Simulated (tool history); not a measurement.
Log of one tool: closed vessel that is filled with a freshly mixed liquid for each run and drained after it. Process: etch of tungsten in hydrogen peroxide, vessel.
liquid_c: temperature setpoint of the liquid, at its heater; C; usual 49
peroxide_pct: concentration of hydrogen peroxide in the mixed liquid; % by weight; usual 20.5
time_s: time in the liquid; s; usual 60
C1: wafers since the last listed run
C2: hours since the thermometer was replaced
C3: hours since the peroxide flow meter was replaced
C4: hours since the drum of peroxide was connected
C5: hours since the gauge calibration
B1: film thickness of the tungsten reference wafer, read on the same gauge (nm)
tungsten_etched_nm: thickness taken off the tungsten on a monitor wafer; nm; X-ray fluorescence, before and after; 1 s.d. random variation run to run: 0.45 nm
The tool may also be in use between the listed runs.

Run 1, hour 0: usual settings; C1 0; C2 684; C3 1422.7; C4 646.6; C5 1054.6; B1 130.05. Result: tungsten_etched_nm 134.48 nm.
Run 2, hour 46.5: usual settings; C1 3197; C2 730.5; C3 1469.2; C4 693.1; C5 1101.1; B1 130.03. Result: tungsten_etched_nm 135.05 nm.
Run 3, hour 101.1: usual settings; C1 3754; C2 785.1; C3 1523.8; C4 747.7; C5 1155.7; B1 129.99. Result: tungsten_etched_nm 134.18 nm.
Run 4, hour 159: usual settings; C1 3981; C2 843; C3 1581.7; C4 805.6; C5 1213.6; B1 129.97. Result: tungsten_etched_nm 134.34 nm.
Run 5, hour 188.6: usual settings; C1 2035; C2 872.6; C3 1611.3; C4 835.2; C5 1243.2; B1 129.99. Result: tungsten_etched_nm 133.68 nm.
At hour 212.3: gauge calibrated.
Run 6, hour 226.4: usual settings but liquid_c 42 C; C1 2599; C2 910.4; C3 1649.1; C4 873; C5 14.1; B1 130. Result: tungsten_etched_nm 86.53 nm.
Run 7, hour 278.8: usual settings but liquid_c 42 C; C1 3603; C2 962.8; C3 1701.5; C4 925.4; C5 66.5; B1 130.03. Result: tungsten_etched_nm 85.44 nm.
Run 8, hour 304: usual settings but liquid_c 42 C; C1 1733; C2 988; C3 1726.7; C4 950.6; C5 91.7; B1 129.97. Result: tungsten_etched_nm 85.92 nm.
At hour 327.5: thermometer replaced.
Run 9, hour 351.3: usual settings but liquid_c 52.5 C, time_s 40 s; C1 3184; C2 23.8; C3 1774; C4 997.9; C5 139; B1 129.99. Result: tungsten_etched_nm 109.76 nm.
Run 10, hour 419.4: usual settings but liquid_c 52.5 C, time_s 40 s; C1 4683; C2 91.9; C3 1842.1; C4 1066; C5 207.1; B1 129.99. Result: tungsten_etched_nm 110.25 nm.
Run 11, hour 483.3: usual settings but liquid_c 52.5 C, time_s 45 s; C1 4394; C2 155.8; C3 1906; C4 1129.9; C5 271; B1 129.98. Result: tungsten_etched_nm 122.57 nm.
Run 12, hour 552.5: usual settings but liquid_c 56 C, time_s 35 s; C1 4759; C2 225; C3 1975.2; C4 1199.1; C5 340.2; B1 130.02. Result: tungsten_etched_nm 116.99 nm.
At hour 563: new drum of peroxide connected.
Run 13, hour 609.7: usual settings but liquid_c 46.5 C, time_s 80 s; C1 3865; C2 282.2; C3 2032.4; C4 46.7; C5 397.4; B1 130.02. Result: tungsten_etched_nm 155.75 nm.
Run 14, hour 680.8: usual settings but liquid_c 51.5 C, peroxide_pct 23.5 % by weight; C1 4889; C2 353.3; C3 2103.5; C4 117.8; C5 468.5; B1 130.02. Result: tungsten_etched_nm 169.81 nm.
Run 15, hour 715.1: usual settings but peroxide_pct 17 % by weight, time_s 75 s; C1 2358; C2 387.6; C3 2137.8; C4 152.1; C5 502.8; B1 129.98. Result: tungsten_etched_nm 154.62 nm.
Run 16, hour 759.1: usual settings but liquid_c 52.5 C, time_s 45 s; C1 3025; C2 431.6; C3 2181.8; C4 196.1; C5 546.8; B1 130.02. Result: tungsten_etched_nm 125.52 nm.
Run 17, hour 825.9: usual settings but liquid_c 39.5 C, peroxide_pct 16 % by weight; C1 4593; C2 498.4; C3 2248.6; C4 262.9; C5 613.6; B1 130.01. Result: tungsten_etched_nm 65.16 nm.
Run 18, hour 885.2: usual settings but liquid_c 58 C; C1 4078; C2 557.7; C3 2307.9; C4 322.2; C5 672.9; B1 129.96. Result: tungsten_etched_nm 232.66 nm.
Run 19, hour 926.3: usual settings but liquid_c 40.5 C, peroxide_pct 25.5 % by weight, time_s 50 s; C1 2826; C2 598.8; C3 2349; C4 363.3; C5 714; B1 129.99. Result: tungsten_etched_nm 73.8 nm.
Run 20, hour 976.2: usual settings; C1 3431; C2 648.7; C3 2398.9; C4 413.2; C5 763.9; B1 130. Result: tungsten_etched_nm 134.63 nm.
At hour 1020.7: peroxide flow meter replaced.
Run 21, hour 1027.9: usual settings but liquid_c 41.5 C, peroxide_pct 17 % by weight, time_s 45 s; C1 3486; C2 700.4; C3 7.2; C4 464.9; C5 815.6; B1 129.94. Result: tungsten_etched_nm 57.33 nm.
Run 22, hour 1085.6: usual settings but liquid_c 52.5 C, peroxide_pct 19 % by weight, time_s 85 s; C1 3968; C2 758.1; C3 64.9; C4 522.6; C5 873.3; B1 130.03. Result: tungsten_etched_nm 227.08 nm.
Run 23, hour 1127.2: usual settings but liquid_c 56.5 C, peroxide_pct 25.5 % by weight, time_s 40 s; C1 2860; C2 799.7; C3 106.5; C4 564.2; C5 914.9; B1 129.97. Result: tungsten_etched_nm 157.26 nm.
Run 24, hour 1187: usual settings; C1 4112; C2 859.5; C3 166.3; C4 624; C5 974.7; B1 129.98. Result: tungsten_etched_nm 133.35 nm.
Run 25, hour 1235.2: usual settings but time_s 30 s; C1 3314; C2 907.7; C3 214.5; C4 672.2; C5 1022.9; B1 130.04. Result: tungsten_etched_nm 66.73 nm.
At hour 1274.5: thermometer replaced.
Run 26, hour 1288.3: usual settings but peroxide_pct 18 % by weight; C1 3583; C2 13.8; C3 267.6; C4 725.3; C5 1076; B1 130.02. Result: tungsten_etched_nm 124.86 nm.
Run 27, hour 1326.9: usual settings but peroxide_pct 26.5 % by weight; C1 2654; C2 52.4; C3 306.2; C4 763.9; C5 1114.6; B1 130.04. Result: tungsten_etched_nm 151.29 nm.
Run 28, hour 1389.4: usual settings; C1 4298; C2 114.9; C3 368.7; C4 826.4; C5 1177.1; B1 130. Result: tungsten_etched_nm 132.31 nm.
Run 29, hour 1423.6: usual settings but peroxide_pct 23 % by weight, time_s 80 s; C1 2352; C2 149.1; C3 402.9; C4 860.6; C5 1211.3; B1 130. Result: tungsten_etched_nm 188.98 nm.

What if the next run were any one of these 5? Each begins from the tool's condition after run 29:
Run A, hour 1424.3: usual settings but liquid_c 52 C; C1 48; C2 149.8; C3 403.6; C4 861.3; C5 1212; B1 ?. Result: tungsten_etched_nm ?.
Run B, hour 1424.3: usual settings but liquid_c 43 C, time_s 30 s; C1 48; C2 149.8; C3 403.6; C4 861.3; C5 1212; B1 ?. Result: tungsten_etched_nm ?.
Run C, hour 1424.3: usual settings but liquid_c 54 C, peroxide_pct 26 % by weight; C1 48; C2 149.8; C3 403.6; C4 861.3; C5 1212; B1 ?. Result: tungsten_etched_nm ?.
Run D, hour 1424.3: usual settings but liquid_c 54.5 C, peroxide_pct 24.5 % by weight, time_s 75 s; C1 48; C2 149.8; C3 403.6; C4 861.3; C5 1212; B1 ?. Result: tungsten_etched_nm ?.
Run E, hour 1424.3: usual settings but liquid_c 55 C; C1 48; C2 149.8; C3 403.6; C4 861.3; C5 1212; B1 ?. Result: tungsten_etched_nm ?.

run      B1  tungsten_etched_nm
  A  130.03              159.99
  B  130.03               45.75
  C  130.03              203.15
  D  130.03              253.96
  E  130.03              191.44
With no hidden state in the tool, these same runs would have given:
run  tungsten_etched_nm
  A              164.59
  B               47.06
  C              208.99
  D              261.26
  E              196.95
